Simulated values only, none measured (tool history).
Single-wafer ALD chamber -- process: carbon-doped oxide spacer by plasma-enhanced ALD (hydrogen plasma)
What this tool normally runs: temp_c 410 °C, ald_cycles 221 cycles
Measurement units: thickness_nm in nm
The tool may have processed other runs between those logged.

| run | hour | temp_c | ald_cycles | read-back reference wafer on the same gauge, thickness_nm | thickness_nm |
|---|---|---|---|---|---|
| 1 | 0 | 410 | 249 | 10.004 | 11.934 |
| 2 | 33 | 410 | 221 | 9.99 | 10.647 |
| 3 | 87.4 | 410 | 221 | 9.999 | 10.575 |
| 4 | 117.9 | 410 | 221 | 10.01 | 10.613 |
| 5 | 189.2 | 410 | 221 | 9.981 | 10.595 |
| 6 | 256.8 | 416 | 221 | 9.978 | 10.434 |
| 7 | 312.7 | 410 | 221 | 10.004 | 10.574 |
| 8 | 384.6 | 410 | 221 | 9.992 | 10.609 |
| 9 | 481.3 | 410 | 221 | 9.984 | 10.657 |
| 10 | 554.3 | 410 | 221 | 9.997 | 10.662 |
| 11 | 622.6 | 414 | 178 | 9.987 | 8.433 |
| 12 | 675 | 410 | 221 | 9.995 | 10.593 |
| 13 | 735.9 | 410 | 242 | 10.011 | 11.524 |
| 14 | 762.5 | 410 | 184 | 9.997 | 8.852 |
| 15 | 822.3 | 410 | 221 | 9.998 | 10.619 |
| 16 | 871.4 | 396 | 196 | 10.015 | 9.691 |
| 17 | 937.5 | 421 | 249 | 10 | 11.61 |
| 18 | 1008.4 | 418 | 221 | 10.016 | 10.302 |
| 19 | 1223.4 | 422 | 184 | 10.003 | 8.544 |
| 20 | 1273 | 410 | 221 | 10.007 | 10.576 |

Missing from the log above: 2 entries noted between runs. For each, name the pair of listed runs it sits between and say how the tool's hidden condition differs from the listed run just before to the listed run just after:
Logged between run 9 and run 10: thermocouple changed; heater temperature recalibrated (hour 553.8)
  the hidden state is the same at both runs
Logged between run 15 and run 16: gauge calibrated (hour 822.3)
  the hidden state is the same at both runs
